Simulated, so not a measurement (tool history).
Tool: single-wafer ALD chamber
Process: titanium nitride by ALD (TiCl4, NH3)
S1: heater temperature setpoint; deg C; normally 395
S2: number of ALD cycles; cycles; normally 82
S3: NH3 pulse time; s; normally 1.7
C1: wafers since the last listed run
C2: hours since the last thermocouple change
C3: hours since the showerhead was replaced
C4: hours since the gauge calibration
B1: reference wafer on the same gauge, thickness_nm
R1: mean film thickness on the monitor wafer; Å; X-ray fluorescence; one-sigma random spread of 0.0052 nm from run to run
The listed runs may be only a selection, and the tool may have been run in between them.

run    hour   S1  S2    S3   C1      C2      C3     C4     B1     R1
  1       0  395  82   1.7    0  1379.2  5891.9   11.6  2.166  18.35
  2   217.4  406  82   1.7  861  1596.6  6109.3    229  2.158  18.46
  3   298.2  406  82   1.7  320  1677.4  6190.1  309.8  2.156   18.4
  4   341.1  395  82   1.7  170  1720.3    6233  352.7  2.151   18.2
  5   437.9  395  82   1.7  383  1817.1  6329.8  449.5  2.146  18.13
  6   491.7  395  82   1.7  213  1870.9  6383.6  503.3  2.138  18.02
      515.4  -- showerhead replaced
  7   547.3  395  72   1.7  188  1926.5    31.9  558.9  2.133  15.89
  8   638.8  395  82   1.7  362    2018   123.4  650.4   2.12  17.98
  9   728.6  395  96   1.7  356  2107.8   213.2  740.2  2.103  20.95
 10   777.6  395  87   1.7  194  2156.8   262.2  789.2  2.099  18.82
      791.7  -- gauge calibrated
      837.8  -- thermocouple changed; heater temperature recalibrated
 11     932  395  82  2.32  580    94.2   416.6  140.3  2.173  18.61
 12  1013.2  395  72  1.89  321   175.4   497.8  221.5  2.171  16.18
 13  1096.8  390  70  1.04  331     259   581.4  305.1   2.17  15.26
 14  1134.3  395  89  1.17  148   296.5   618.9  342.6   2.16  19.53

Below are 5 alternative next runs, each starting from the tool's condition after run 14. Predict each:
  A  1134.9  395  82   1.7   2  297.1  619.5  343.2   ?   ?
  B  1134.9  391  74  2.14   2  297.1  619.5  343.2   ?   ?
  C  1134.9  395  77   1.7   2  297.1  619.5  343.2   ?   ?
  D  1134.9  395  96  1.12   2  297.1  619.5  343.2   ?   ?
  E  1134.9  395  77  1.19   2  297.1  619.5  343.2   ?   ?

run     B1     R1
  A  2.163   18.3
  B  2.163   16.6
  C  2.163  17.19
  D  2.163  21.09
  E  2.163  16.96
With the hidden condition removed and each run's random variation left untouched, the same runs would have given:
run     R1
  A  18.35
  B  16.65
  C  17.24
  D  21.15
  E  17.01
